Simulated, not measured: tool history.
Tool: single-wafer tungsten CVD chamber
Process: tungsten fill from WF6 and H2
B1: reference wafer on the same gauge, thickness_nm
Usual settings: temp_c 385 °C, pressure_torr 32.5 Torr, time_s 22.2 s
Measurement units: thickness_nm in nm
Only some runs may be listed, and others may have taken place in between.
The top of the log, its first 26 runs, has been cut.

run 27 hour=1884.5 | temp_c=395 pressure_torr=36.0 time_s=25.3 | B1=48.287 | thickness_nm=76.679
run 28 hour=1934.3 | temp_c=381 pressure_torr=32.5 time_s=25.5 | B1=48.235 | thickness_nm=58.145
run 29 hour=1990.7 | temp_c=378 pressure_torr=35.7 time_s=21.0 | B1=48.324 | thickness_nm=46.877
run 30 hour=2083.2 | temp_c=393 pressure_torr=25.1 time_s=25.7 | B1=48.366 | thickness_nm=65.289
run 31 hour=2174.1 | temp_c=385 pressure_torr=40.3 time_s=22.2 | B1=48.253 | thickness_nm=58.322
run 32 hour=2214.6 | temp_c=385 pressure_torr=32.5 time_s=22.2 | B1=48.302 | thickness_nm=53.735
run 33 hour=2363.3 | temp_c=380 pressure_torr=35.3 time_s=18.8 | B1=48.283 | thickness_nm=42.536
run 34 hour=2410.4 | temp_c=381 pressure_torr=26.1 time_s=22.2 | B1=48.271 | thickness_nm=45.710

Below are 4 alternative next runs, each starting from the tool's condition after run 34. Predict each:
run A hour=2410.8 | temp_c=385 pressure_torr=32.5 time_s=22.2 | B1=? | thickness_nm=?
run B hour=2410.8 | temp_c=385 pressure_torr=36.2 time_s=19.5 | B1=? | thickness_nm=?
run C hour=2410.8 | temp_c=381 pressure_torr=32.5 time_s=22.2 | B1=? | thickness_nm=?
run D hour=2410.8 | temp_c=380 pressure_torr=34.6 time_s=22.2 | B1=? | thickness_nm=?

run=A B1=48.347 thickness_nm=53.256
run=B B1=48.347 thickness_nm=48.760
run=C B1=48.347 thickness_nm=49.531
run=D B1=48.347 thickness_nm=49.828
What these runs would have given with no unlogged condition in the tool:
run=A thickness_nm=54.089
run=B thickness_nm=49.523
run=C thickness_nm=50.314
run=D thickness_nm=50.622
